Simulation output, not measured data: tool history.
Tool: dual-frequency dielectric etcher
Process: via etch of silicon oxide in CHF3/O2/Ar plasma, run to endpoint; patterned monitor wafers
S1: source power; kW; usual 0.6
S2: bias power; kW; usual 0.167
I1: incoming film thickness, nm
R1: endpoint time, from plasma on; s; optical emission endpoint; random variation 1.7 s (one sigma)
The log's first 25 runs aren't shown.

run,hour,S1,S2,I1,R1
# hour 1165.4: upper electrode replaced
26,1168.7,0.7,0.14,506.9,220.9
27,1215,0.6,0.202,503.1,208
28,1401.8,0.69,0.154,505,210.4
29,1428.8,0.5,0.155,510.3,243.9
# hour 1466.7: wet clean of the chamber
30,1496,0.53,0.187,507.4,232.1
31,1546.5,0.65,0.154,512,228.1
32,1574.2,0.6,0.136,506.5,242.8
33,1637.3,0.74,0.144,502.3,215
34,1682.9,0.71,0.194,505.8,197

Forecast each of these 5 alternatives for the next run:
A,1683.4,0.48,0.167,504.4,?
B,1683.4,0.7,0.167,504.4,?
C,1683.4,0.54,0.195,504.4,?
D,1683.4,0.6,0.195,504.4,?
E,1683.4,0.5,0.131,504.4,?

run,R1
A,248
B,209.1
C,223.5
D,213.1
E,262.2
Without the tool's hidden state the same runs would have given:
run,R1
A,250.8
B,211.5
C,226
D,215.6
E,265.2
